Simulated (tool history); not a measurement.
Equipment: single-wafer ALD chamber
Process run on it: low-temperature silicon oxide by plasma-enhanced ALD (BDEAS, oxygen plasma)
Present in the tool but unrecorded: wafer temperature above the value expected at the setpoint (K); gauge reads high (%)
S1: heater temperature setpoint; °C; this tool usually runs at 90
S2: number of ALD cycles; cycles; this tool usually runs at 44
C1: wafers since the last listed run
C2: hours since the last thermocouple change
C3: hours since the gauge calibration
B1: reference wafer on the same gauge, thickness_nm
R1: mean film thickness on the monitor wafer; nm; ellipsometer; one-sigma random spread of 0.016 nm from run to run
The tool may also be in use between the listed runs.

run   hour   S1  S2   C1      C2     C3     B1     R1
  1    0.0   95  48    0   636.5  364.2  5.142  6.904
       0.3  -- gauge calibrated
  2   14.4   95  48   56   650.9   14.1  5.139  6.953
  3   41.0   95  48  104   677.5   40.7  5.139  6.935
  4   61.2   90  44   79   697.7   60.9  5.139  6.493
  5   92.8   90  44  124   729.3   92.5  5.142  6.453
  6  108.9   90  44   63   745.4  108.6  5.137  6.470
  7  199.6   90  40  357   836.1  199.3  5.138  5.910
  8  211.8   90  40   48   848.3  211.5  5.137  5.905
  9  234.4   94  51   89   870.9  234.1  5.135  7.411
 10  263.4   97  47  114   899.9  263.1  5.139  6.737
     350.8  -- gauge calibrated
 11  365.9  100  44  403  1002.4   15.1  5.145  6.267
 12  385.4   90  42   76  1021.9   34.6  5.143  6.194
 13  398.5   85  35   51  1035.0   47.7  5.136  5.261
     431.6  -- thermocouple changed; heater temperature recalibrated
 14  489.5   90  44  327    57.9  138.7  5.142  6.435
 15  507.2   81  46   69    75.6  156.4  5.142  6.937
 16  526.2   90  44   74    94.6  175.4  5.143  6.445
 17  546.3   90  49   79   114.7  195.5  5.138  7.175

Consider 3 possible next runs. They are alternatives, not a sequence: every one starts from the tool as it was left by run 17. What does each give?
  A  546.8  90  44   1  115.2  196.0   ?   ?
  B  546.8  77  52   1  115.2  196.0   ?   ?
  C  546.8  84  44   1  115.2  196.0   ?   ?

run     B1     R1
  A  5.136  6.447
  B  5.136  8.009
  C  5.136  6.599
Without the tool's hidden state the same runs would have given:
run     R1
  A  6.386
  B  7.936
  C  6.538
